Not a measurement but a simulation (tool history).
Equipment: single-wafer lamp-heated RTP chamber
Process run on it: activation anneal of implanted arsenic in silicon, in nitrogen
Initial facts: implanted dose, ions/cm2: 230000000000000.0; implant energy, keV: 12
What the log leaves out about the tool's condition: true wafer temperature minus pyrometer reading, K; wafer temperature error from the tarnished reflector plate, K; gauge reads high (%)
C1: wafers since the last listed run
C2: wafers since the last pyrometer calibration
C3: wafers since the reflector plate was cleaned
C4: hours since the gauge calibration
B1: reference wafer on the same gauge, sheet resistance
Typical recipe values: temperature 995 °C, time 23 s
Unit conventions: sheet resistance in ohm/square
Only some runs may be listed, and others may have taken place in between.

run 1 hour=0 | temperature=995 time=23 | C1=0 C2=266 C3=12173 C4=103.6 | B1=409.97 | sheet_resistance=397.43
-- hour=1.2 gauge calibrated
run 2 hour=15.9 | temperature=995 time=23 | C1=252 C2=518 C3=12426 C4=14.7 | B1=409.9 | sheet_resistance=398.34
run 3 hour=26.1 | temperature=995 time=23 | C1=162 C2=680 C3=12588 C4=24.9 | B1=409.92 | sheet_resistance=397.76
run 4 hour=37.9 | temperature=995 time=23 | C1=187 C2=868 C3=12775 C4=36.7 | B1=410.06 | sheet_resistance=395.95
run 5 hour=51.7 | temperature=995 time=23 | C1=219 C2=1087 C3=12995 C4=50.5 | B1=409.95 | sheet_resistance=396.28
run 6 hour=67 | temperature=995 time=23 | C1=243 C2=1330 C3=13238 C4=65.8 | B1=410.07 | sheet_resistance=394.81
run 7 hour=85 | temperature=979 time=23 | C1=285 C2=1616 C3=13524 C4=83.8 | B1=409.93 | sheet_resistance=397.43
run 8 hour=98.4 | temperature=979 time=36 | C1=212 C2=1829 C3=13737 C4=97.2 | B1=409.97 | sheet_resistance=394.66
-- hour=109.3 reflector plate cleaned
-- hour=110.4 pyrometer window cleaned and pyrometer calibrated
run 9 hour=111 | temperature=985 time=30 | C1=56 C2=9 C3=9 C4=109.8 | B1=410.04 | sheet_resistance=397.5
-- hour=116.1 gauge calibrated
run 10 hour=126.7 | temperature=995 time=23 | C1=249 C2=259 C3=259 C4=10.6 | B1=409.93 | sheet_resistance=396.07
run 11 hour=139.4 | temperature=1010 time=30 | C1=201 C2=461 C3=461 C4=23.3 | B1=410.15 | sheet_resistance=392.18
run 12 hour=151.7 | temperature=1006 time=36 | C1=195 C2=656 C3=656 C4=35.6 | B1=410.06 | sheet_resistance=390.73
run 13 hour=160 | temperature=1010 time=23 | C1=131 C2=788 C3=788 C4=43.9 | B1=410.01 | sheet_resistance=392.8
run 14 hour=173.2 | temperature=968 time=35 | C1=209 C2=998 C3=998 C4=57.1 | B1=410 | sheet_resistance=398.22
run 15 hour=180.7 | temperature=1022 time=31 | C1=119 C2=1117 C3=1117 C4=64.6 | B1=409.99 | sheet_resistance=385.87

4 ways to go on from here, each from the tool as it stands after run 15. What would each give?
run A hour=181.1 | temperature=995 time=36 | C1=6 C2=1123 C3=1123 C4=65 | B1=? | sheet_resistance=?
run B hour=181.1 | temperature=975 time=33 | C1=6 C2=1123 C3=1123 C4=65 | B1=? | sheet_resistance=?
run C hour=181.1 | temperature=995 time=30 | C1=6 C2=1123 C3=1123 C4=65 | B1=? | sheet_resistance=?
run D hour=181.1 | temperature=1004 time=31 | C1=6 C2=1123 C3=1123 C4=65 | B1=? | sheet_resistance=?

run=A B1=409.99 sheet_resistance=392.16
run=B B1=409.99 sheet_resistance=397.27
run=C B1=409.99 sheet_resistance=393.85
run=D B1=409.99 sheet_resistance=391.42
Without the tool's unlogged condition, the same runs would have read:
run=A sheet_resistance=393.95
run=B sheet_resistance=398.66
run=C sheet_resistance=395.49
run=D sheet_resistance=393.22
